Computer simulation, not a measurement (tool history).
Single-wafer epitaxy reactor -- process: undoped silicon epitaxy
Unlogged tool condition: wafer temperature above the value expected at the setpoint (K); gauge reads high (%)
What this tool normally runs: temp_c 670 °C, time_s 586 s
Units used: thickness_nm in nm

run      day  temp_c  time_s  wafers since the last listed run  hours since the last pyrometer calibration  hours since the gauge calibration  read-back reference wafer on the same gauge, thickness_nm  thickness_nm
  1    0.000     670     666                                 0                                      1298.8                             2094.5                                                    158.751       161.080
  2    4.054     670     586                               424                                      1396.1                             2191.8                                                    159.012       142.558
  3    7.400     670     586                               350                                      1476.4                             2272.1                                                    159.042       142.630
  4    8.992     670     586                               166                                      1514.6                             2310.3                                                    159.148       143.207
  5   11.500     670     586                               262                                      1574.8                             2370.5                                                    159.152       142.014
  6   14.000     670     586                               261                                      1634.8                             2430.5                                                    159.077       143.275
  7   15.917     670     586                               200                                      1680.8                             2476.5                                                    158.903       141.308
  8   20.412     670     586                               470                                      1788.7                             2584.4                                                    159.224       142.597
  9   23.925     670     586                               367                                      1873.0                             2668.7                                                    158.895       143.041
 10   26.938     670     586                               315                                      1945.3                             2741.0                                                    159.112       143.046
 11   28.738     670     586                               188                                      1988.5                             2784.2                                                    158.909       143.913
 12   32.446     670     586                               388                                      2077.5                             2873.2                                                    158.885       142.949
 13   34.400     670     586                               204                                      2124.4                             2920.1                                                    158.788       142.821
 14   37.546     666     586                               329                                      2199.9                             2995.6                                                    158.998       132.538
 15   40.858     670     586                               346                                      2279.4                             3075.1                                                    159.244       144.008
 16   43.479     670     586                               274                                      2342.3                             3138.0                                                    158.949       143.548
 17   46.767     670     586                               344                                      2421.2                             3216.9                                                    159.110       144.201
 18   48.475     670     586                               178                                      2462.2                             3257.9                                                    158.921       144.374
 19   50.771     665     586                               240                                      2517.3                             3313.0                                                    159.011       131.607
 20   53.875     665     586                               324                                      2591.8                             3387.5                                                    159.442       130.582
      54.392  -- pyrometer calibrated
 21   56.529     665     586                               242                                        51.3                             3451.2                                                    159.212       126.642
 22   59.192     670     517                               278                                       115.2                             3515.1                                                    158.852       121.828
 23   61.133     670     517                               203                                       161.8                             3561.7                                                    159.275       122.611
 24   63.421     670     586                               239                                       216.7                             3616.6                                                    158.941       138.727
 25   67.475     659     495                               424                                       314.0                             3713.9                                                    158.954        95.888
 26   69.912     670     586                               255                                       372.5                             3772.4                                                    158.961       138.480
 27   73.096     670     698                               333                                       448.9                             3848.8                                                    158.869       166.595
 28   76.942     659     586                               402                                       541.2                             3941.1                                                    159.176       113.038
 29   79.642     656     510                               282                                       606.0                             4005.9                                                    158.951        94.013
 30   81.188     683     513                               161                                       643.1                             4043.0                                                    158.951       156.606
 31   85.546     684     498                               456                                       747.7                             4147.6                                                    158.993       154.512
 32   89.154     657     586                               377                                       834.3                             4234.2                                                    159.113       109.739
 33   91.200     670     586                               214                                       883.4                             4283.3                                                    159.271       141.100
      91.550  -- gauge calibrated
 34   94.450     685     665                               340                                       961.4                               69.6                                                    159.111       213.015
 35   98.725     670     680                               447                                      1064.0                              172.2                                                    158.862       162.765
 36  101.583     670     586                               299                                      1132.6                              240.8                                                    158.707       140.036
 37  103.575     664     658                               208                                      1180.4                              288.6                                                    159.044       142.114
 38  106.146     666     659                               269                                      1242.1                              350.3                                                    158.976       147.662
 39  108.675     670     551                               264                                      1302.8                              411.0                                                    159.273       133.205
 40  110.975     662     521                               240                                      1358.0                              466.2                                                    158.753       109.646
 41  115.192     660     685                               441                                      1459.2                              567.4                                                    159.113       138.124
 42  119.308     662     697                               430                                      1558.0                              666.2                                                    158.957       146.767
 43  121.517     670     586                               231                                      1611.0                              719.2                                                    158.970       142.290
 44  124.496     659     497                               311                                      1682.5                              790.7                                                    158.878        96.939

Expected results for the next run?
 45  128.938     670     586                               465                                      1789.1                              897.3                                                          ?             ?

{"run 45": {"read-back reference wafer on the same gauge, thickness_nm": 159.003, "thickness_nm": 142.783}}
With the hidden condition absent and the run-to-run variation left alone, this run would have shown thickness_nm 138.357 nm.
